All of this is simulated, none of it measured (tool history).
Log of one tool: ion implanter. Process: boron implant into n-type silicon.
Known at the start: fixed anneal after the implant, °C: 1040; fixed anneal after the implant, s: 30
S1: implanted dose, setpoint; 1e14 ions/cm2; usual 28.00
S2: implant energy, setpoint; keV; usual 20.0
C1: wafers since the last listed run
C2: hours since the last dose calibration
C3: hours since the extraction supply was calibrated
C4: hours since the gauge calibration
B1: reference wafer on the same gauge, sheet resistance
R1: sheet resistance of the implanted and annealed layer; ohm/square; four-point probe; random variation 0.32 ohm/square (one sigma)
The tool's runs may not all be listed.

Run 1, day 0.000: usual settings; C1 0; C2 169.5; C3 5600.3; C4 11.8; B1 50.08. Result: R1 55.62 ohm/square.
Run 2, day 2.121: usual settings; C1 766; C2 220.4; C3 5651.2; C4 62.7; B1 50.09. Result: R1 56.03 ohm/square.
Run 3, day 3.721: usual settings; C1 578; C2 258.8; C3 5689.6; C4 101.1; B1 50.13. Result: R1 55.70 ohm/square.
Run 4, day 5.062: usual settings; C1 484; C2 291.0; C3 5721.8; C4 133.3; B1 50.16. Result: R1 55.89 ohm/square.
Run 5, day 6.225: usual settings; C1 420; C2 318.9; C3 5749.7; C4 161.2; B1 50.12. Result: R1 55.89 ohm/square.
Run 6, day 8.600: usual settings; C1 858; C2 375.9; C3 5806.7; C4 218.2; B1 50.11. Result: R1 55.49 ohm/square.
Run 7, day 10.200: usual settings but S2 16.0 keV; C1 578; C2 414.3; C3 5845.1; C4 256.6; B1 50.02. Result: R1 60.30 ohm/square.
Run 8, day 13.050: usual settings; C1 1030; C2 482.7; C3 5913.5; C4 325.0; B1 50.13. Result: R1 55.49 ohm/square.
Run 9, day 15.671: usual settings; C1 947; C2 545.6; C3 5976.4; C4 387.9; B1 50.20. Result: R1 54.83 ohm/square.
At day 17.658: gauge calibrated.
Run 10, day 17.854: usual settings but S1 21.95 1e14 ions/cm2, S2 15.5 keV; C1 789; C2 598.0; C3 6028.8; C4 4.7; B1 50.03. Result: R1 67.93 ohm/square.
Run 11, day 19.092: usual settings but S1 32.03 1e14 ions/cm2, S2 24.5 keV; C1 447; C2 627.7; C3 6058.5; C4 34.4; B1 50.14. Result: R1 48.89 ohm/square.
Run 12, day 20.142: usual settings; C1 379; C2 652.9; C3 6083.7; C4 59.6; B1 50.23. Result: R1 55.62 ohm/square.
Run 13, day 22.250: usual settings; C1 762; C2 703.5; C3 6134.3; C4 110.2; B1 50.07. Result: R1 55.36 ohm/square.
At day 23.971: Faraday cup replaced and dose calibrated.
Run 14, day 24.008: usual settings; C1 515; C2 0.9; C3 6176.5; C4 152.4; B1 50.11. Result: R1 55.47 ohm/square.
At day 25.412: extraction supply calibrated.
Run 15, day 26.533: usual settings; C1 792; C2 61.5; C3 26.9; C4 213.0; B1 50.06. Result: R1 55.68 ohm/square.
Run 16, day 27.821: usual settings but S1 24.50 1e14 ions/cm2, S2 13.0 keV; C1 465; C2 92.4; C3 57.8; C4 243.9; B1 50.13. Result: R1 69.11 ohm/square.
Run 17, day 29.588: usual settings but S1 24.21 1e14 ions/cm2; C1 638; C2 134.8; C3 100.2; C4 286.3; B1 50.05. Result: R1 60.21 ohm/square.
Run 18, day 31.208: usual settings but S1 25.15 1e14 ions/cm2, S2 16.5 keV; C1 585; C2 173.7; C3 139.1; C4 325.2; B1 50.19. Result: R1 62.16 ohm/square.
Run 19, day 32.467: usual settings but S1 23.49 1e14 ions/cm2, S2 15.0 keV; C1 454; C2 203.9; C3 169.3; C4 355.4; B1 50.13. Result: R1 67.09 ohm/square.

Forecast each of these 5 alternatives for the next run:
Run A, day 32.483: usual settings but S1 32.93 1e14 ions/cm2; C1 6; C2 204.3; C3 169.7; C4 355.8; B1 ?. Result: R1 ?.
Run B, day 32.483: usual settings but S1 30.65 1e14 ions/cm2; C1 6; C2 204.3; C3 169.7; C4 355.8; B1 ?. Result: R1 ?.
Run C, day 32.483: usual settings but S1 31.08 1e14 ions/cm2, S2 13.0 keV; C1 6; C2 204.3; C3 169.7; C4 355.8; B1 ?. Result: R1 ?.
Run D, day 32.483: usual settings but S1 33.14 1e14 ions/cm2, S2 16.5 keV; C1 6; C2 204.3; C3 169.7; C4 355.8; B1 ?. Result: R1 ?.
Run E, day 32.483: usual settings but S1 20.81 1e14 ions/cm2, S2 14.5 keV; C1 6; C2 204.3; C3 169.7; C4 355.8; B1 ?. Result: R1 ?.

run     B1     R1
  A  50.17  52.33
  B  50.17  53.71
  C  50.17  64.43
  D  50.17  56.76
  E  50.17  71.99
Without the tool's hidden state the same runs would have given:
run     R1
  A  52.33
  B  53.71
  C  64.43
  D  56.76
  E  71.99
